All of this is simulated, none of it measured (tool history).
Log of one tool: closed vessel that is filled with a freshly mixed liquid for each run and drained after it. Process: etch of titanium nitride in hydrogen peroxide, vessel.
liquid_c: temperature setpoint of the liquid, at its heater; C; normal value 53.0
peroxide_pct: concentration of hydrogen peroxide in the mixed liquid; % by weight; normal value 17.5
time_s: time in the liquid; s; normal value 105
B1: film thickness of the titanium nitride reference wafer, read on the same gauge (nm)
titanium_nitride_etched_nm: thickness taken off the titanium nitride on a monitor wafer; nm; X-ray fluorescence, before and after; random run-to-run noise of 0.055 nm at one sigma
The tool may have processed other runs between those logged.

{"run": 1, "hour": 0.0, "liquid_c": 50.5, "peroxide_pct": 17.5, "time_s": 105, "B1": 149.98, "titanium_nitride_etched_nm": 5.96}
{"run": 2, "hour": 27.7, "liquid_c": 50.5, "peroxide_pct": 17.5, "time_s": 105, "B1": 149.98, "titanium_nitride_etched_nm": 5.96}
{"run": 3, "hour": 45.5, "liquid_c": 53.0, "peroxide_pct": 20.5, "time_s": 105, "B1": 149.99, "titanium_nitride_etched_nm": 7.35}
{"run": 4, "hour": 65.3, "liquid_c": 53.0, "peroxide_pct": 20.5, "time_s": 105, "B1": 150.0, "titanium_nitride_etched_nm": 7.44}
{"run": 5, "hour": 77.9, "liquid_c": 53.0, "peroxide_pct": 20.5, "time_s": 105, "B1": 149.98, "titanium_nitride_etched_nm": 7.44}
{"run": 6, "hour": 99.7, "liquid_c": 53.0, "peroxide_pct": 17.5, "time_s": 105, "B1": 150.01, "titanium_nitride_etched_nm": 7.14}
{"run": 7, "hour": 129.0, "liquid_c": 53.0, "peroxide_pct": 17.5, "time_s": 105, "B1": 150.02, "titanium_nitride_etched_nm": 7.13}
{"run": 8, "hour": 146.9, "liquid_c": 53.0, "peroxide_pct": 17.5, "time_s": 105, "B1": 150.0, "titanium_nitride_etched_nm": 7.14}
{"hour": 172.8, "done": "new drum of peroxide connected"}
{"run": 9, "hour": 173.3, "liquid_c": 49.0, "peroxide_pct": 17.5, "time_s": 105, "B1": 150.01, "titanium_nitride_etched_nm": 5.31}
{"run": 10, "hour": 197.0, "liquid_c": 49.0, "peroxide_pct": 17.5, "time_s": 105, "B1": 150.01, "titanium_nitride_etched_nm": 5.35}
{"run": 11, "hour": 232.9, "liquid_c": 49.0, "peroxide_pct": 17.5, "time_s": 105, "B1": 149.99, "titanium_nitride_etched_nm": 5.32}
{"run": 12, "hour": 247.5, "liquid_c": 53.0, "peroxide_pct": 15.5, "time_s": 105, "B1": 149.99, "titanium_nitride_etched_nm": 6.94}
{"run": 13, "hour": 280.6, "liquid_c": 58.0, "peroxide_pct": 17.5, "time_s": 155, "B1": 150.0, "titanium_nitride_etched_nm": 15.01}
{"hour": 285.0, "done": "peroxide flow meter replaced"}
{"run": 14, "hour": 304.3, "liquid_c": 49.0, "peroxide_pct": 17.5, "time_s": 105, "B1": 150.01, "titanium_nitride_etched_nm": 5.19}
{"run": 15, "hour": 339.1, "liquid_c": 53.0, "peroxide_pct": 17.5, "time_s": 105, "B1": 149.99, "titanium_nitride_etched_nm": 6.92}
{"run": 16, "hour": 361.0, "liquid_c": 53.0, "peroxide_pct": 17.5, "time_s": 105, "B1": 150.0, "titanium_nitride_etched_nm": 6.97}
{"run": 17, "hour": 393.7, "liquid_c": 61.5, "peroxide_pct": 13.5, "time_s": 140, "B1": 149.99, "titanium_nitride_etched_nm": 15.85}
{"hour": 399.2, "done": "peroxide flow meter replaced, repeated, since the last time left the tool worse"}
{"run": 18, "hour": 412.5, "liquid_c": 47.5, "peroxide_pct": 15.0, "time_s": 75, "B1": 150.01, "titanium_nitride_etched_nm": 3.36}
{"run": 19, "hour": 424.6, "liquid_c": 53.0, "peroxide_pct": 17.5, "time_s": 105, "B1": 150.0, "titanium_nitride_etched_nm": 7.21}
{"hour": 450.8, "done": "thermometer replaced"}
{"run": 20, "hour": 455.7, "liquid_c": 46.0, "peroxide_pct": 22.0, "time_s": 40, "B1": 150.0, "titanium_nitride_etched_nm": 1.72}
{"hour": 474.4, "done": "gauge calibrated"}
{"run": 21, "hour": 476.6, "liquid_c": 45.5, "peroxide_pct": 17.5, "time_s": 65, "B1": 150.0, "titanium_nitride_etched_nm": 2.63}
{"run": 22, "hour": 489.3, "liquid_c": 47.5, "peroxide_pct": 21.5, "time_s": 125, "B1": 150.02, "titanium_nitride_etched_nm": 6.02}
{"run": 23, "hour": 519.2, "liquid_c": 53.0, "peroxide_pct": 15.0, "time_s": 135, "B1": 149.99, "titanium_nitride_etched_nm": 8.97}
{"run": 24, "hour": 548.6, "liquid_c": 62.5, "peroxide_pct": 17.5, "time_s": 85, "B1": 149.99, "titanium_nitride_etched_nm": 11.15}
{"run": 25, "hour": 583.9, "liquid_c": 58.5, "peroxide_pct": 17.5, "time_s": 105, "B1": 149.99, "titanium_nitride_etched_nm": 10.54}
{"run": 26, "hour": 600.4, "liquid_c": 53.0, "peroxide_pct": 17.5, "time_s": 105, "B1": 149.99, "titanium_nitride_etched_nm": 7.26}
{"run": 27, "hour": 633.3, "liquid_c": 46.5, "peroxide_pct": 20.0, "time_s": 150, "B1": 150.0, "titanium_nitride_etched_nm": 6.5}
{"hour": 655.6, "done": "new drum of peroxide connected"}
{"run": 28, "hour": 663.4, "liquid_c": 56.5, "peroxide_pct": 13.0, "time_s": 105, "B1": 149.98, "titanium_nitride_etched_nm": 8.63}
{"run": 29, "hour": 676.5, "liquid_c": 53.0, "peroxide_pct": 17.5, "time_s": 105, "B1": 150.0, "titanium_nitride_etched_nm": 7.17}

For each run, what was the tool's unlogged condition?
liquid colder than its thermometer reads (K): 0 across all the runs
peroxide weaker than its label (%): 0 across all the runs
gauge reads high (%): 0 across all the runs
H1: peroxide flow below the setpoint (%)
run=1 H1=4.95
run=2 H1=5.27
run=3 H1=5.47
run=4 H1=5.69
run=5 H1=5.84
run=6 H1=6.08
run=7 H1=6.41
run=8 H1=6.62
run=9 H1=6.92
run=10 H1=7.18
run=11 H1=7.59
run=12 H1=7.76
run=13 H1=8.13
run=14 H1=14.6
run=15 H1=15
run=16 H1=15.2
run=17 H1=15.6
run=18 H1=0.72
run=19 H1=0.857
run=20 H1=1.21
run=21 H1=1.45
run=22 H1=1.59
run=23 H1=1.93
run=24 H1=2.26
run=25 H1=2.66
run=26 H1=2.85
run=27 H1=3.22
run=28 H1=3.56
run=29 H1=3.71
